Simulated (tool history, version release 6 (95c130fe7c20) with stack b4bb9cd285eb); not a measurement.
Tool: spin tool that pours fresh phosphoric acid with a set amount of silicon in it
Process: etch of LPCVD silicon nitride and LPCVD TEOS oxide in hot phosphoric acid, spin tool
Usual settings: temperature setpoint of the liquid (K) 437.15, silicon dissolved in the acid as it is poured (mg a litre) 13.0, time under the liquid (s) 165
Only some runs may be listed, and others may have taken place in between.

run    hour  temperature setpoint of the liquid (K)  silicon dissolved in the acid as it is poured (mg a litre)  time under the liquid (s)  read-back film thickness of the LPCVD silicon nitride reference wafer, read on the same gauge (nm)  read-back film thickness of the LPCVD TEOS oxide reference wafer, read on the same gauge (nm)  thickness taken off the LPCVD silicon nitride on a monitor wafer (Å)  thickness taken off the LPCVD TEOS oxide on a monitor wafer (Å)
  1     0.0                                  437.15                                                        13.0                        165                                                                                              150.00                                                                                        130.012                                                                 140.9                                                             2.67
  2    44.2                                  437.15                                                        13.0                        165                                                                                              149.98                                                                                        129.975                                                                 140.7                                                             2.80
  3    84.9                                  437.15                                                        13.0                        165                                                                                              150.00                                                                                        129.990                                                                 141.4                                                             2.93
      123.6  -- gauge calibrated
  4   155.6                                  437.15                                                        13.0                        165                                                                                              150.00                                                                                        129.961                                                                 140.5                                                             2.82
  5   193.0                                  437.15                                                        13.0                        165                                                                                              150.00                                                                                        130.008                                                                 140.2                                                             2.51
  6   264.4                                  438.65                                                        13.0                        165                                                                                              150.00                                                                                        130.040                                                                 151.0                                                             3.21
  7   315.2                                  438.65                                                        13.0                        165                                                                                              150.01                                                                                        130.003                                                                 147.4                                                             3.03
  8   353.0                                  437.15                                                        13.0                        165                                                                                              150.00                                                                                        130.015                                                                 141.0                                                             2.82
  9   408.7                                  437.15                                                        13.0                        205                                                                                              149.99                                                                                        129.969                                                                 176.6                                                             3.36
      424.2  -- heated supply line repaired
 10   439.3                                  437.15                                                        18.5                        135                                                                                              150.02                                                                                        130.011                                                                 132.0                                                             2.64
      450.5  -- dissolved silicon flow meter replaced
 11   505.2                                  437.15                                                        13.0                        165                                                                                              149.96                                                                                        130.016                                                                 163.4                                                             4.02
 12   532.5                                  437.15                                                        13.0                        165                                                                                              149.96                                                                                        129.986                                                                 163.8                                                             3.82
 13   575.0                                  438.15                                                        13.0                        220                                                                                              150.02                                                                                        130.002                                                                 225.0                                                             5.24
 14   612.4                                  440.15                                                         3.5                        165                                                                                              150.02                                                                                        130.000                                                                 178.3                                                             5.30
      623.2  -- thermometer replaced
 15   645.0                                  437.15                                                        13.0                        165                                                                                              150.00                                                                                        129.987                                                                 158.7                                                             3.46
 16   754.6                                  437.15                                                        13.0                        235                                                                                              150.00                                                                                        129.981                                                                 221.4                                                             4.28
 17   806.9                                  437.15                                                        16.0                         85                                                                                              150.02                                                                                        129.996                                                                  80.5                                                             1.50
 18   875.4                                  437.15                                                         8.0                        115                                                                                              149.99                                                                                        130.020                                                                 108.4                                                             2.64
 19   909.4                                  437.15                                                         9.0                        255                                                                                              150.00                                                                                        129.966                                                                 245.2                                                             5.84
 20   965.5                                  437.15                                                        13.0                        165                                                                                              149.99                                                                                        129.983                                                                 157.2                                                             3.34
      997.8  -- gauge calibrated
 21  1008.4                                  435.15                                                         6.0                        120                                                                                              150.04                                                                                        129.994                                                                 106.3                                                             2.76
 22  1061.6                                  437.15                                                         7.0                        165                                                                                              149.95                                                                                        129.967                                                                 158.1                                                             4.34

Each row is a separate what-if for the run after 22, all from the same tool condition, not one after another. Results?
  A  1062.1                                  437.15                                                        17.0                        165                                                                                                   ?                                                                                              ?                                                                     ?                                                                ?
  B  1062.1                                  437.15                                                        13.0                        250                                                                                                   ?                                                                                              ?                                                                     ?                                                                ?
  C  1062.1                                  440.15                                                         3.5                        195                                                                                                   ?                                                                                              ?                                                                     ?                                                                ?
  D  1062.1                                  437.15                                                         2.5                        165                                                                                                   ?                                                                                              ?                                                                     ?                                                                ?

run  read-back film thickness of the LPCVD silicon nitride reference wafer, read on the same gauge (nm)  read-back film thickness of the LPCVD TEOS oxide reference wafer, read on the same gauge (nm)  thickness taken off the LPCVD silicon nitride on a monitor wafer (Å)  thickness taken off the LPCVD TEOS oxide on a monitor wafer (Å)
  A                                                                                              150.00                                                                                        130.003                                                                 158.6                                                             3.07
  B                                                                                              150.00                                                                                        130.003                                                                 240.3                                                             5.14
  C                                                                                              150.00                                                                                        130.003                                                                 206.8                                                             6.11
  D                                                                                              150.00                                                                                        130.003                                                                 158.6                                                             4.24
Had the tool no hidden state, the same runs would have come out as:
run  thickness taken off the LPCVD silicon nitride on a monitor wafer (Å)  thickness taken off the LPCVD TEOS oxide on a monitor wafer (Å)
  A                                                                 159.7                                                             3.12
  B                                                                 242.0                                                             5.22
  C                                                                 208.3                                                             6.20
  D                                                                 159.7                                                             4.30

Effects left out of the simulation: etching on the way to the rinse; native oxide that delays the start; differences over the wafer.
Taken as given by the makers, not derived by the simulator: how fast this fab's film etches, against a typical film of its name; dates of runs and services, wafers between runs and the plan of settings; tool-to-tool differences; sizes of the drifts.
